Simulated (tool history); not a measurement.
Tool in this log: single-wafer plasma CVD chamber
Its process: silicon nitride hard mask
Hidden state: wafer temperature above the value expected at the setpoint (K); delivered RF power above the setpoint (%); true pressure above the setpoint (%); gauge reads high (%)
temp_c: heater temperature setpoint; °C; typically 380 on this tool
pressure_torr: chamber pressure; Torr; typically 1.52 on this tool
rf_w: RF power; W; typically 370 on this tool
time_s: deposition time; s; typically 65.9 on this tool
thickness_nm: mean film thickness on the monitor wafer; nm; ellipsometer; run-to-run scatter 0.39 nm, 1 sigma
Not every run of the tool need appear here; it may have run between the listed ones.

run	day	temp_c	pressure_torr	rf_w	time_s	wafers since the last listed run	hours since the last thermocouple change	hours since the last RF generator calibration	hours since the last manometer calibration	hours since the showerhead was replaced	hours since the gauge calibration	read-back reference wafer on the same gauge, thickness_nm	thickness_nm
1	0	380	1.35	370	65.9	0	926.1	533.9	557.8	6598.7	637.6	86.232	76.283
2	1.662	380	1.35	370	65.9	435	966	573.8	597.7	6638.6	677.5	86.181	76.762
3	4.212	380	1.35	370	65.9	667	1027.2	635	658.9	6699.8	738.7	86.256	75.699
4	6.996	380	1.52	370	75.5	729	1094	701.8	725.7	6766.6	805.5	86.394	91.706
5	8.208	380	1.52	370	75.5	317	1123.1	730.9	754.8	6795.7	834.6	86.233	92.133
6	9.4	380	1.52	370	65.9	312	1151.7	759.5	783.4	6824.3	863.2	86.2	80.51
7	10.654	380	1.52	370	59.5	328	1181.8	789.6	813.5	6854.4	893.3	86.384	73.422
8	13.325	380	1.52	370	59.5	699	1245.9	853.7	877.6	6918.5	957.4	86.264	73.078
9	18.275	384	1.52	420	65.9	1296	1364.7	972.5	996.4	7037.3	1076.2	86.263	87.088
10	20.117	384	1.52	370	65.9	482	1408.9	1016.7	1040.6	7081.5	1120.4	86.275	80.143
# day 20.804: RF generator calibrated
# day 22.392: capacitance manometer re-zeroed and calibrated
11	22.692	384	1.52	370	65.9	499	1470.7	45.3	7.2	7143.3	1182.2	86.4	79.834
# day 23.058: thermocouple changed; heater temperature recalibrated
12	25.3	384	1.52	370	65.9	595	53.8	107.9	69.8	7205.9	1244.8	86.366	79.694
13	28.029	380	1.4	370	65.9	714	119.3	173.4	135.3	7271.4	1310.3	86.332	77.386
14	29.083	380	1.18	345	59.4	276	144.6	198.7	160.6	7296.7	1335.6	86.226	61.328
15	30.254	380	1.4	370	65.9	306	172.7	226.8	188.7	7324.8	1363.7	86.252	77.958
16	33.083	380	1.52	370	56.4	741	240.6	294.7	256.6	7392.7	1431.6	86.303	69.198
17	35.988	380	1.52	370	65.9	760	310.3	364.4	326.3	7462.4	1501.3	86.163	80.38
18	38.058	380	1.52	400	60.4	542	360	414.1	376	7512.1	1551	86.38	77.096
# day 43.271: gauge calibrated
# day 45.079: showerhead replaced
19	45.9	372	1.52	370	69.3	1966	548.2	602.3	564.2	19.7	63.1	86.338	85.402
20	50.921	386	1.64	440	74.9	1315	668.7	722.8	684.7	140.2	183.6	86.373	103.93
21	52.65	380	1.73	370	65.9	452	710.2	764.3	726.2	181.7	225.1	86.116	83.753
22	54.192	380	1.52	370	65.9	403	747.2	801.3	763.2	218.7	262.1	86.367	80.482
23	55.779	380	1.52	370	65.9	415	785.3	839.4	801.3	256.8	300.2	86.304	80.476
24	61.675	380	1.52	340	65.9	1544	926.8	980.9	942.8	398.3	441.7	86.219	76.55

The next listed run, before its measurement:
25	63.238	380	1.52	425	53.7	409	964.3	1018.4	980.3	435.8	479.2	?	?

read-back reference wafer on the same gauge, thickness_nm: 86.286
thickness_nm: 71.268 nm
If the tool had no hidden condition, the same run with the same run-to-run variation would have returned thickness_nm 71.268 nm.
